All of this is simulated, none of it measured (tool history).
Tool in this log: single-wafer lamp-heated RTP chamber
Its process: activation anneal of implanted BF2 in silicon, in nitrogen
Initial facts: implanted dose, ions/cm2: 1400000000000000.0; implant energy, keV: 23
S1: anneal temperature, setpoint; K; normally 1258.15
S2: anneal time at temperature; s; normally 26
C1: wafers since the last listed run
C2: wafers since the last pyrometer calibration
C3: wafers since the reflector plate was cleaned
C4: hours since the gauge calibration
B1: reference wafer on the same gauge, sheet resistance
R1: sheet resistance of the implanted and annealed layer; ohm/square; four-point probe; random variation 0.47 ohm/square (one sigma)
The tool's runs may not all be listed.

run	hour	S1	S2	C1	C2	C3	C4	B1	R1
1	0.0	1258.15	26	0	10	732	772.8	168.99	172.89
2	16.7	1258.15	26	356	366	1088	789.5	169.14	172.83
3	51.2	1258.15	26	735	1101	1823	824.0	169.03	171.82
4	79.1	1245.15	14	594	1696	2418	851.9	169.20	204.24
5	105.1	1245.15	14	554	2250	2972	877.9	168.95	204.59
6	140.6	1258.15	26	756	3007	3729	913.4	168.94	170.83
7	174.9	1258.15	26	731	3738	4461	947.7	169.05	171.14
8	205.2	1258.15	26	645	4384	5107	978.0	169.00	170.67
9	232.5	1258.15	26	582	4966	5689	1005.3	169.03	170.51
10	246.1	1258.15	26	289	5256	5979	1018.9	169.05	169.95
11	269.4	1258.15	14	496	5753	6475	1042.2	168.99	183.50
12	299.9	1258.15	32	650	6403	7126	1072.7	169.04	163.63
# hour 313.4: gauge calibrated
13	321.6	1258.15	32	462	6866	7588	8.2	168.94	163.48
14	340.1	1258.15	32	394	7260	7983	26.7	169.05	162.97
# hour 356.1: pyrometer window cleaned and pyrometer calibrated
15	363.4	1258.15	26	326	155	8309	50.0	168.91	172.64
16	388.7	1258.15	26	539	694	8848	75.3	168.95	172.58
17	402.3	1258.15	26	289	984	9138	88.9	169.04	172.01
18	417.6	1286.15	41	326	1311	9464	104.2	168.90	128.08
# hour 440.5: reflector plate cleaned
19	441.0	1250.15	14	328	1639	11	127.6	168.94	196.44
20	451.3	1245.15	14	219	1858	230	137.9	168.88	203.89
21	467.7	1279.15	32	349	2208	580	154.3	168.95	139.39
22	499.1	1249.15	26	669	2877	1249	185.7	168.97	183.70
23	534.3	1258.15	26	750	3628	2000	220.9	168.84	171.27
24	555.9	1258.15	26	460	4088	2460	242.5	169.04	170.28
25	568.7	1258.15	26	272	4361	2733	255.3	168.97	170.64
26	602.7	1266.15	35	724	5086	3458	289.3	169.04	151.20
27	637.7	1258.15	26	746	5832	4204	324.3	169.00	168.88
28	661.6	1258.15	26	509	6342	4714	348.2	169.00	168.82
29	685.3	1267.15	39	505	6847	5219	371.9	169.11	146.28
# hour 712.7: pyrometer window cleaned and pyrometer calibrated
30	713.2	1280.15	41	424	9	5643	399.8	169.02	134.09
31	734.8	1258.15	26	460	470	6104	421.4	169.05	172.55
32	768.8	1258.15	26	724	1195	6829	455.4	169.07	172.55
33	798.9	1258.15	26	641	1836	7470	485.5	168.95	171.93
34	820.5	1279.15	26	460	2297	7931	507.1	168.99	144.36
35	852.3	1269.15	26	677	2975	8609	538.9	168.99	156.51
36	878.3	1288.15	38	554	3529	9163	564.9	168.99	126.67
37	908.2	1233.15	18	637	4166	9801	594.8	169.00	215.75
38	962.9	1278.15	13	1166	5333	10967	649.5	169.02	160.49

For each run, what was the tool's unlogged condition?
wafer temperature error from the tarnished reflector plate, K: 0 at every run
gauge reads high (%): 0 at every run
H1: true wafer temperature minus pyrometer reading, K
run	H1
1	0.145
2	0.301
3	0.623
4	0.883
5	1.13
6	1.46
7	1.78
8	2.06
9	2.31
10	2.44
11	2.66
12	2.94
13	3.14
14	3.32
15	0.246
16	0.481
17	0.608
18	0.751
19	0.969
20	1.07
21	1.22
22	1.51
23	1.84
24	2.04
25	2.16
26	2.48
27	2.8
28	3.03
29	3.25
30	0.234
31	0.435
32	0.752
33	1.03
34	1.23
35	1.53
36	1.77
37	2.05
38	2.56
